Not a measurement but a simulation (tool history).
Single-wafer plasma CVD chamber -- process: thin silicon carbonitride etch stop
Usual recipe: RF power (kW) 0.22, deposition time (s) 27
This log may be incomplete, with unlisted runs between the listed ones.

| run | hour | RF power (kW) | deposition time (s) | read-back reference wafer on the same gauge, thickness_nm | mean film thickness on the monitor wafer (nm) |
|---|---|---|---|---|---|
| 1 | 0 | 0.22 | 27 | 15.005 | 16.411 |
| 2 | 47.4 | 0.22 | 27 | 15.004 | 16.348 |
| 3 | 93.8 | 0.22 | 27 | 15.002 | 16.363 |
| 4 | 155.4 | 0.22 | 27 | 14.998 | 16.284 |
| 5 | 222.8 | 0.22 | 27 | 15.003 | 16.295 |
| 6 | 271 | 0.22 | 27 | 14.995 | 16.245 |
| 7 | 324.3 | 0.22 | 27 | 15.009 | 16.983 |
| 8 | 350.4 | 0.235 | 28.4 | 14.999 | 18.291 |
| 9 | 375.5 | 0.205 | 27 | 14.994 | 16.447 |
| 10 | 438.3 | 0.22 | 29.7 | 14.99 | 18.573 |
| 11 | 472.9 | 0.2 | 31.2 | 15.001 | 18.826 |
| 12 | 503.6 | 0.22 | 27 | 15.007 | 16.927 |
| 13 | 550.8 | 0.235 | 29.1 | 15.013 | 18.701 |
| 14 | 612.1 | 0.265 | 24.3 | 15.003 | 16.375 |
| 15 | 655.5 | 0.22 | 32.3 | 14.999 | 20.197 |

Missing from the log above: 4 entries noted between runs. For each, name the pair of listed runs it sits between and say how the tool's hidden condition differs from the listed run just before to the listed run just after:
Between runs 6 and 7: gauge calibrated (hour 283.8); RF generator calibrated (hour 319.9)
  delivered RF power above the setpoint (%): -10.2 -> -0.391
  measured result minus the result with no hidden state, mean film thickness on the monitor wafer (nm): -0.711 -> -0.027
Between runs 9 and 10: thermocouple changed; heater temperature recalibrated (hour 385.1)
  delivered RF power above the setpoint (%): -0.395 -> -0.411
  measured result minus the result with no hidden state, mean film thickness on the monitor wafer (nm): -0.026 -> -0.03
Between runs 11 and 12: showerhead replaced (hour 500.9)
  delivered RF power above the setpoint (%): -0.425 -> -0.44
  measured result minus the result with no hidden state, mean film thickness on the monitor wafer (nm): -0.032 -> -0.029
